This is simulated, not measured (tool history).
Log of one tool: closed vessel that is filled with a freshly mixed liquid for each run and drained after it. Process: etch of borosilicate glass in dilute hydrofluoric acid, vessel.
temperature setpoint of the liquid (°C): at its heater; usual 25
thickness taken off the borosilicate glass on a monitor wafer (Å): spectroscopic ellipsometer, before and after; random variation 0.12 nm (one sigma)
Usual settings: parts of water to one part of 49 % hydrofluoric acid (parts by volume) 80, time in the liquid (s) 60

| run | hour | temperature setpoint of the liquid (°C) | parts of water to one part of 49 % hydrofluoric acid (parts by volume) | time in the liquid (s) | read-back film thickness of the borosilicate glass reference wafer, read on the same gauge (nm) | thickness taken off the borosilicate glass on a monitor wafer (Å) |
|---|---|---|---|---|---|---|
| 1 | 0 | 25 | 60 | 60 | 90.03 | 448 |
| 2 | 64.4 | 25 | 60 | 60 | 90 | 453 |
| 3 | 108.5 | 25 | 80 | 60 | 90.03 | 327.8 |
| 4 | 141.5 | 25 | 80 | 60 | 90.01 | 329.7 |
| 5 | 193.3 | 25 | 65 | 60 | 89.98 | 414.8 |
| 6 | 230.4 | 25 | 65 | 60 | 89.99 | 414.4 |
| 7 | 288.4 | 25 | 65 | 60 | 89.98 | 414.4 |
| 8 | 425.6 | 25 | 110 | 60 | 90.03 | 232 |
| 9 | 481.6 | 25 | 110 | 60 | 90.01 | 232.2 |
| 10 | 539.5 | 26.5 | 80 | 60 | 89.96 | 350.7 |
| 11 | 573.9 | 25 | 80 | 60 | 90.02 | 332.1 |
| 12 | 618.7 | 25 | 80 | 60 | 89.98 | 332.1 |
| 13 | 652.6 | 25 | 80 | 60 | 90.01 | 333.4 |
| 14 | 681.8 | 25 | 80 | 60 | 90 | 329.7 |
| 15 | 733 | 25 | 80 | 90 | 89.99 | 495.4 |
|  | 790.4 | thermometer replaced |
| 16 | 792.1 | 25 | 80 | 75 | 90 | 404.8 |
| 17 | 852.2 | 25 | 110 | 35 | 89.99 | 132.1 |
| 18 | 905 | 21.5 | 95 | 80 | 90 | 311 |
|  | 915.6 | gauge calibrated |
| 19 | 972.7 | 29.5 | 100 | 90 | 89.99 | 452.3 |
| 20 | 1029.5 | 25 | 80 | 60 | 90 | 323.9 |
| 21 | 1079.8 | 25 | 80 | 60 | 90.01 | 325.5 |
| 22 | 1128.5 | 25 | 80 | 60 | 90 | 323.9 |
| 23 | 1155.7 | 23 | 95 | 30 | 90.03 | 123.3 |
| 24 | 1186.5 | 21 | 105 | 45 | 90 | 154.1 |
|  | 1194.5 | hydrofluoric acid flow meter replaced |
| 25 | 1214.2 | 28 | 80 | 45 | 89.99 | 274 |
| 26 | 1258.3 | 25 | 80 | 60 | 90.01 | 325.9 |
| 27 | 1311.2 | 25 | 50 | 80 | 90.01 | 720.9 |
| 28 | 1376.8 | 29 | 80 | 50 | 89.98 | 318.3 |
| 29 | 1418.7 | 28.5 | 105 | 40 | 90.01 | 182.9 |
| 30 | 1471.8 | 25 | 50 | 60 | 90.03 | 541 |
| 31 | 1533.4 | 25 | 80 | 60 | 90.02 | 325.5 |
| 32 | 1587.5 | 25 | 80 | 40 | 90.02 | 217.4 |

The same runs without the tool's hidden state, with the same run-to-run variation:
The hidden state here: liquid hotter than its thermometer reads (K); hydrofluoric acid flow above the setpoint (%); gauge reads high (%).
| run | thickness taken off the borosilicate glass on a monitor wafer (Å) |
|---|---|
| 1 | 440.5 |
| 2 | 445 |
| 3 | 321.9 |
| 4 | 323.6 |
| 5 | 406.7 |
| 6 | 406 |
| 7 | 405.7 |
| 8 | 226.8 |
| 9 | 226.8 |
| 10 | 342.3 |
| 11 | 323.7 |
| 12 | 323.7 |
| 13 | 324.6 |
| 14 | 320.9 |
| 15 | 481.8 |
| 16 | 404.3 |
| 17 | 131.8 |
| 18 | 310.2 |
| 19 | 450.6 |
| 20 | 322.4 |
| 21 | 323.7 |
| 22 | 321.8 |
| 23 | 122.5 |
| 24 | 153 |
| 25 | 271.9 |
| 26 | 323.2 |
| 27 | 714.1 |
| 28 | 315.3 |
| 29 | 181.1 |
| 30 | 534.7 |
| 31 | 321.5 |
| 32 | 214.6 |
